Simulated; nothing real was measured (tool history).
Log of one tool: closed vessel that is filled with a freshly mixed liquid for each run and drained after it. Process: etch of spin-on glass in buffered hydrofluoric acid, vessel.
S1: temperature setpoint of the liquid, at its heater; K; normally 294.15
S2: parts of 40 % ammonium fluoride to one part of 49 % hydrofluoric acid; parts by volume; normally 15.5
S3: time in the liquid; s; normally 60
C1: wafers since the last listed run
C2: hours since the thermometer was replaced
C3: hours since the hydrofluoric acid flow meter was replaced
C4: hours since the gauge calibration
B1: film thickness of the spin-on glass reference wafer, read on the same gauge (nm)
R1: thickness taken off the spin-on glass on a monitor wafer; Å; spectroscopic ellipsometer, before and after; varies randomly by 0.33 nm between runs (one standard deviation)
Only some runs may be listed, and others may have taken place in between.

Run 1, day 0: usual settings but S1 298.15 K; C1 0; C2 1686.9; C3 437.6; C4 448.9; B1 140.04. Result: R1 1137.1 Å.
Run 2, day 1.6: usual settings but S1 298.15 K; C1 5051; C2 1725.3; C3 476; C4 487.3; B1 139.96. Result: R1 1139.6 Å.
Run 3, day 3.058: usual settings but S1 298.15 K; C1 4603; C2 1760.3; C3 511; C4 522.3; B1 139.99. Result: R1 1138.9 Å.
Run 4, day 4.633: usual settings; C1 4972; C2 1798.1; C3 548.8; C4 560.1; B1 140. Result: R1 917.6 Å.
Run 5, day 7.321: usual settings; C1 8484; C2 1862.6; C3 613.3; C4 624.6; B1 139.96. Result: R1 916.9 Å.
Run 6, day 8.504: usual settings; C1 3735; C2 1891; C3 641.7; C4 653; B1 140.01. Result: R1 921.2 Å.
At day 11.692: gauge calibrated.
Run 7, day 11.967: usual settings but S2 13.5 parts by volume; C1 10930; C2 1974.1; C3 724.8; C4 6.6; B1 139.99. Result: R1 1056.3 Å.
Run 8, day 14.946: usual settings; C1 9405; C2 2045.6; C3 796.3; C4 78.1; B1 139.98. Result: R1 923.9 Å.
Run 9, day 16.196: usual settings; C1 3946; C2 2075.6; C3 826.3; C4 108.1; B1 139.97. Result: R1 934.9 Å.
Run 10, day 18.546: usual settings but S1 291.65 K; C1 7418; C2 2132; C3 882.7; C4 164.5; B1 139.98. Result: R1 809.7 Å.
Run 11, day 19.738: usual settings but S1 291.65 K; C1 3762; C2 2160.6; C3 911.3; C4 193.1; B1 140.01. Result: R1 813 Å.
Run 12, day 20.967: usual settings; C1 3880; C2 2190.1; C3 940.8; C4 222.6; B1 139.97. Result: R1 933.8 Å.
Run 13, day 21.996: usual settings; C1 3249; C2 2214.8; C3 965.5; C4 247.3; B1 139.97. Result: R1 941.8 Å.
At day 23.896: thermometer replaced.
Run 14, day 24.729: usual settings but S1 296.65 K; C1 8497; C2 20; C3 1031.1; C4 312.9; B1 139.99. Result: R1 1036.1 Å.
Run 15, day 26.688: usual settings; C1 6182; C2 67; C3 1078.1; C4 359.9; B1 140.05. Result: R1 900.1 Å.
Run 16, day 28.071: usual settings; C1 4367; C2 100.2; C3 1111.3; C4 393.1; B1 139.97. Result: R1 913.2 Å.
Run 17, day 30.167: usual settings; C1 6616; C2 150.5; C3 1161.6; C4 443.4; B1 139.94. Result: R1 908.8 Å.
Run 18, day 32.388: usual settings but S1 296.15 K; C1 7011; C2 203.8; C3 1214.9; C4 496.7; B1 139.99. Result: R1 1019.2 Å.
Run 19, day 33.9: usual settings but S2 19 parts by volume; C1 4774; C2 240.1; C3 1251.2; C4 533; B1 139.98. Result: R1 743.7 Å.
Run 20, day 35.283: usual settings but S1 292.65 K, S2 10 parts by volume, S3 35 s; C1 4367; C2 273.3; C3 1284.4; C4 566.2; B1 139.96. Result: R1 737.4 Å.
Run 21, day 36.825: usual settings; C1 4866; C2 310.3; C3 1321.4; C4 603.2; B1 140. Result: R1 913.1 Å.
Run 22, day 39.638: usual settings but S2 20 parts by volume; C1 8878; C2 377.8; C3 1388.9; C4 670.7; B1 139.98. Result: R1 714.7 Å.
Run 23, day 40.658: usual settings; C1 3222; C2 402.3; C3 1413.4; C4 695.2; B1 139.98. Result: R1 924.7 Å.
At day 40.8: gauge calibrated.
Run 24, day 42.417: usual settings but S1 292.65 K, S2 12.5 parts by volume; C1 5550; C2 444.5; C3 1455.6; C4 38.8; B1 140.01. Result: R1 1058.1 Å.
At day 42.758: hydrofluoric acid flow meter replaced.
Run 25, day 44.867: usual settings but S1 297.65 K; C1 7602; C2 503.3; C3 50.6; C4 97.6; B1 140.03. Result: R1 1058.7 Å.
Run 26, day 53.462: usual settings but S1 298.15 K; C1 27136; C2 709.6; C3 256.9; C4 303.9; B1 139.98. Result: R1 1099.1 Å.
Run 27, day 54.712: usual settings; C1 3946; C2 739.6; C3 286.9; C4 333.9; B1 140.01. Result: R1 894.1 Å.
Run 28, day 57.025: usual settings but S1 298.15 K, S2 13 parts by volume; C1 7300; C2 795.1; C3 342.4; C4 389.4; B1 139.96. Result: R1 1310.8 Å.
Run 29, day 59.05: usual settings but S1 298.65 K; C1 6392; C2 843.7; C3 391; C4 438; B1 139.95. Result: R1 1139.4 Å.
Run 30, day 60.308: usual settings but S1 297.15 K, S2 12 parts by volume; C1 3972; C2 873.9; C3 421.2; C4 468.2; B1 139.95. Result: R1 1363.3 Å.

Alternative continuations, all from the tool just after run 30; predict every row:
Run A, day 60.338: usual settings; C1 92; C2 874.6; C3 421.9; C4 468.9; B1 ?. Result: R1 ?.
Run B, day 60.338: usual settings but S3 80 s; C1 92; C2 874.6; C3 421.9; C4 468.9; B1 ?. Result: R1 ?.
Run C, day 60.338: usual settings but S1 292.65 K, S2 18.5 parts by volume, S3 45 s; C1 92; C2 874.6; C3 421.9; C4 468.9; B1 ?. Result: R1 ?.
Run D, day 60.338: usual settings but S1 290.15 K, S2 18 parts by volume; C1 92; C2 874.6; C3 421.9; C4 468.9; B1 ?. Result: R1 ?.
Run E, day 60.338: usual settings but S2 18 parts by volume; C1 92; C2 874.6; C3 421.9; C4 468.9; B1 ?. Result: R1 ?.

run   B1      R1
  A  140   895.9
  B  140  1194.5
  C  140     519
  D  140   617.1
  E  140   773.2
What these runs would have given with no unlogged condition in the tool:
run      R1
  A   860.8
  B  1147.7
  C   498.6
  D   592.6
  E   742.9
